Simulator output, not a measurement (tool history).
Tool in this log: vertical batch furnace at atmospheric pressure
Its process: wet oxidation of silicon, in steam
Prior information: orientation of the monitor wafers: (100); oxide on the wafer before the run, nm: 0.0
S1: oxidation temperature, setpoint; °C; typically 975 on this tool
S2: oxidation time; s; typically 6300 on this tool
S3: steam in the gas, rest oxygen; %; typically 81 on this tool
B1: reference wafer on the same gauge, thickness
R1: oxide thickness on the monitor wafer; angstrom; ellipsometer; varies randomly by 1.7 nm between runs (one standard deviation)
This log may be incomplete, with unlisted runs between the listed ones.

| run | hour | S1 | S2 | S3 | B1 | R1 |
|---|---|---|---|---|---|---|
| 1 | 0.0 | 975 | 6300 | 81 | 439.75 | 4324.0 |
| 2 | 24.7 | 975 | 6300 | 81 | 439.26 | 4305.4 |
| 3 | 49.4 | 975 | 6300 | 81 | 439.16 | 4273.4 |
| 4 | 88.8 | 975 | 6300 | 81 | 438.42 | 4279.3 |
| 5 | 117.0 | 975 | 6300 | 81 | 437.57 | 4265.6 |
| 6 | 156.3 | 975 | 6300 | 81 | 437.28 | 4256.1 |
| 7 | 197.0 | 975 | 6300 | 81 | 436.47 | 4237.8 |
| 8 | 338.8 | 975 | 6300 | 81 | 434.38 | 4223.3 |
| 9 | 386.4 | 975 | 6300 | 81 | 434.00 | 4223.4 |
|  | 460.3 | steam generator serviced |
| 10 | 460.8 | 975 | 6300 | 81 | 432.68 | 4222.8 |
| 11 | 484.5 | 975 | 6300 | 81 | 432.75 | 4217.5 |
|  | 558.6 | thermocouples replaced and temperature profile calibrated |
| 12 | 586.1 | 975 | 6300 | 81 | 431.85 | 4214.1 |
| 13 | 621.1 | 975 | 6300 | 81 | 432.41 | 4195.5 |
| 14 | 688.4 | 962 | 6300 | 81 | 431.50 | 3766.5 |
| 15 | 721.3 | 975 | 6300 | 81 | 431.99 | 4204.2 |
| 16 | 766.8 | 975 | 6300 | 81 | 431.50 | 4216.3 |
| 17 | 805.7 | 998 | 4680 | 87 | 431.57 | 4258.9 |
| 18 | 866.9 | 989 | 4200 | 85 | 431.33 | 3656.6 |
|  | 893.5 | gauge calibrated |
| 19 | 922.2 | 975 | 6300 | 81 | 439.78 | 4271.5 |
| 20 | 988.1 | 995 | 6300 | 73 | 439.44 | 4607.6 |
| 21 | 1135.9 | 953 | 9120 | 92 | 435.60 | 5071.6 |
| 22 | 1170.3 | 988 | 4530 | 81 | 435.28 | 3716.2 |
| 23 | 1217.2 | 985 | 6300 | 81 | 434.74 | 4560.7 |
| 24 | 1275.3 | 975 | 7710 | 81 | 434.07 | 4878.1 |
| 25 | 1316.7 | 975 | 6300 | 81 | 433.49 | 4218.5 |
| 26 | 1384.4 | 985 | 4980 | 81 | 433.75 | 3859.7 |

Branching from run 26: 3 alternative next runs. What would each branch give?
| A | 1389.2 | 984 | 6300 | 81 | ? | ? |
| B | 1389.2 | 966 | 6300 | 81 | ? | ? |
| C | 1389.2 | 958 | 6300 | 84 | ? | ? |

| run | B1 | R1 |
|---|---|---|
| A | 433.80 | 4557.2 |
| B | 433.80 | 3966.3 |
| C | 433.80 | 3809.3 |
With the hidden condition removed and each run's random variation left untouched, the same runs would have given:
| run | R1 |
|---|---|
| A | 4635.1 |
| B | 4034.1 |
| C | 3874.4 |
